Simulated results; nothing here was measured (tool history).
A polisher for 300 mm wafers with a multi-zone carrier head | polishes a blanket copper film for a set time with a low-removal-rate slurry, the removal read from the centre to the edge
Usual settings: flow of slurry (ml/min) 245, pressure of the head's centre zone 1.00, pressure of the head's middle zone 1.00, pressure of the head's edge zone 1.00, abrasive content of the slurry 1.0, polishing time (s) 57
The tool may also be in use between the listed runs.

| run | day | flow of slurry (ml/min) | pressure of the head's centre zone | pressure of the head's middle zone | pressure of the head's edge zone | abrasive content of the slurry | polishing time (s) | wafers since the last listed run | wafers polished on this pad | hours since the slurry nozzle was cleaned | hours since the centre zone pressure was calibrated | hours since the edge zone pressure was calibrated | hours since the carrier head's membrane was replaced | incoming thickness of the incoming film, nm | film removed at the wafer's centre (Å) | film removed at mid-radius (Å) | film removed at the wafer's edge (Å) |
|---|---|---|---|---|---|---|---|---|---|---|---|---|---|---|---|---|---|
| 1 | 0.000 | 265 | 1.00 | 1.00 | 1.00 | 1.0 | 57 | 0 | 1135 | 258.3 | 254.5 | 504.9 | 1344.0 | 1511.2 | 1285 | 1261 | 1238 |
|  | 0.642 | worn pad replaced by a new one |
| 2 | 0.662 | 245 | 1.00 | 1.00 | 1.00 | 1.0 | 57 | 120 | 4 | 274.2 | 270.4 | 520.8 | 1359.9 | 1509.0 | 1358 | 1318 | 1309 |
| 3 | 1.125 | 245 | 1.00 | 1.00 | 1.00 | 1.0 | 57 | 112 | 117 | 285.3 | 281.5 | 531.9 | 1371.0 | 1526.2 | 1342 | 1298 | 1259 |
| 4 | 1.500 | 245 | 1.00 | 1.00 | 1.00 | 1.0 | 57 | 91 | 208 | 294.3 | 290.5 | 540.9 | 1380.0 | 1516.5 | 1331 | 1265 | 1292 |
| 5 | 1.796 | 245 | 1.00 | 1.00 | 1.06 | 1.0 | 57 | 72 | 281 | 301.4 | 297.6 | 548.0 | 1387.1 | 1492.2 | 1286 | 1281 | 1314 |
| 6 | 2.162 | 245 | 1.00 | 1.00 | 1.06 | 1.0 | 57 | 89 | 370 | 310.2 | 306.4 | 556.8 | 1395.9 | 1485.3 | 1313 | 1276 | 1301 |
|  | 2.283 | slurry nozzle cleaned |
| 7 | 2.462 | 245 | 1.00 | 1.00 | 1.00 | 1.0 | 57 | 62 | 433 | 4.3 | 313.6 | 564.0 | 1403.1 | 1491.3 | 1314 | 1273 | 1278 |
|  | 3.058 | carrier head's membrane replaced by a new one |
|  | 4.117 | edge zone pressure recalibrated |
|  | 4.121 | centre zone pressure recalibrated |
| 8 | 4.133 | 245 | 1.04 | 1.00 | 1.00 | 1.0 | 73 | 335 | 768 | 44.4 | 0.3 | 0.4 | 25.8 | 1501.4 | 1730 | 1611 | 1621 |
| 9 | 4.588 | 190 | 1.00 | 1.11 | 1.00 | 1.0 | 57 | 110 | 879 | 55.3 | 11.2 | 11.3 | 36.7 | 1528.4 | 1228 | 1347 | 1252 |
| 10 | 5.204 | 245 | 1.10 | 1.00 | 0.90 | 1.0 | 57 | 150 | 1029 | 70.1 | 26.0 | 26.1 | 51.5 | 1496.0 | 1401 | 1234 | 1208 |
| 11 | 5.475 | 245 | 1.04 | 1.00 | 1.00 | 1.0 | 73 | 66 | 1095 | 76.6 | 32.5 | 32.6 | 58.0 | 1485.5 | 1680 | 1632 | 1638 |
|  | 5.783 | worn pad replaced by a new one |
| 12 | 5.804 | 245 | 1.00 | 1.00 | 1.00 | 1.0 | 57 | 39 | 4 | 84.5 | 40.4 | 40.5 | 65.9 | 1507.7 | 1358 | 1312 | 1319 |
| 13 | 6.538 | 300 | 1.07 | 0.95 | 1.00 | 1.0 | 65 | 178 | 183 | 102.1 | 58.0 | 58.1 | 83.5 | 1502.7 | 1641 | 1407 | 1535 |
| 14 | 7.262 | 245 | 1.00 | 1.06 | 0.95 | 1.0 | 57 | 176 | 360 | 119.5 | 75.4 | 75.5 | 100.9 | 1506.7 | 1297 | 1323 | 1260 |
| 15 | 7.525 | 245 | 1.00 | 1.00 | 1.00 | 1.0 | 57 | 63 | 424 | 125.8 | 81.7 | 81.8 | 107.2 | 1522.2 | 1285 | 1266 | 1253 |
| 16 | 7.817 | 280 | 1.07 | 1.03 | 0.96 | 1.0 | 57 | 71 | 495 | 132.8 | 88.7 | 88.8 | 114.2 | 1512.3 | 1412 | 1334 | 1261 |
| 17 | 8.517 | 245 | 1.04 | 1.00 | 1.00 | 1.1 | 77 | 170 | 666 | 149.6 | 105.5 | 105.6 | 131.0 | 1512.6 | 1823 | 1744 | 1749 |
| 18 | 8.858 | 265 | 1.00 | 1.00 | 1.00 | 1.0 | 57 | 83 | 749 | 157.8 | 113.7 | 113.8 | 139.2 | 1496.8 | 1281 | 1268 | 1230 |
| 19 | 9.188 | 245 | 1.00 | 1.00 | 1.00 | 1.0 | 57 | 80 | 829 | 165.7 | 121.6 | 121.7 | 147.1 | 1534.2 | 1264 | 1254 | 1258 |
| 20 | 9.450 | 160 | 1.00 | 1.00 | 1.04 | 1.0 | 57 | 63 | 893 | 172.0 | 127.9 | 128.0 | 153.4 | 1512.6 | 1205 | 1188 | 1225 |
| 21 | 9.708 | 245 | 1.00 | 1.00 | 1.05 | 1.0 | 38 | 62 | 956 | 178.2 | 134.1 | 134.2 | 159.6 | 1536.2 | 869 | 828 | 834 |
| 22 | 10.196 | 245 | 1.00 | 1.00 | 1.00 | 1.0 | 57 | 118 | 1075 | 189.9 | 145.8 | 145.9 | 171.3 | 1476.3 | 1286 | 1256 | 1247 |

4 ways to go on from here, each from the tool as it stands after run 22. What would each give?
| A | 10.212 | 245 | 1.00 | 1.04 | 1.00 | 1.0 | 57 | 4 | 1079 | 190.3 | 146.2 | 146.3 | 171.7 | 1506.4 | ? | ? | ? |
| B | 10.212 | 170 | 0.90 | 1.00 | 0.90 | 1.0 | 44 | 4 | 1079 | 190.3 | 146.2 | 146.3 | 171.7 | 1506.4 | ? | ? | ? |
| C | 10.212 | 245 | 1.00 | 1.00 | 1.00 | 0.8 | 72 | 4 | 1079 | 190.3 | 146.2 | 146.3 | 171.7 | 1506.4 | ? | ? | ? |
| D | 10.212 | 165 | 1.00 | 1.00 | 1.05 | 1.0 | 57 | 4 | 1079 | 190.3 | 146.2 | 146.3 | 171.7 | 1506.4 | ? | ? | ? |

| run | film removed at the wafer's centre (Å) | film removed at mid-radius (Å) | film removed at the wafer's edge (Å) |
|---|---|---|---|
| A | 1275 | 1281 | 1276 |
| B | 833 | 907 | 910 |
| C | 1526 | 1484 | 1529 |
| D | 1193 | 1168 | 1247 |
Without the tool's hidden state the same runs would have given:
| run | film removed at the wafer's centre (Å) | film removed at mid-radius (Å) | film removed at the wafer's edge (Å) |
|---|---|---|---|
| A | 1341 | 1348 | 1343 |
| B | 877 | 955 | 958 |
| C | 1605 | 1561 | 1609 |
| D | 1255 | 1229 | 1311 |
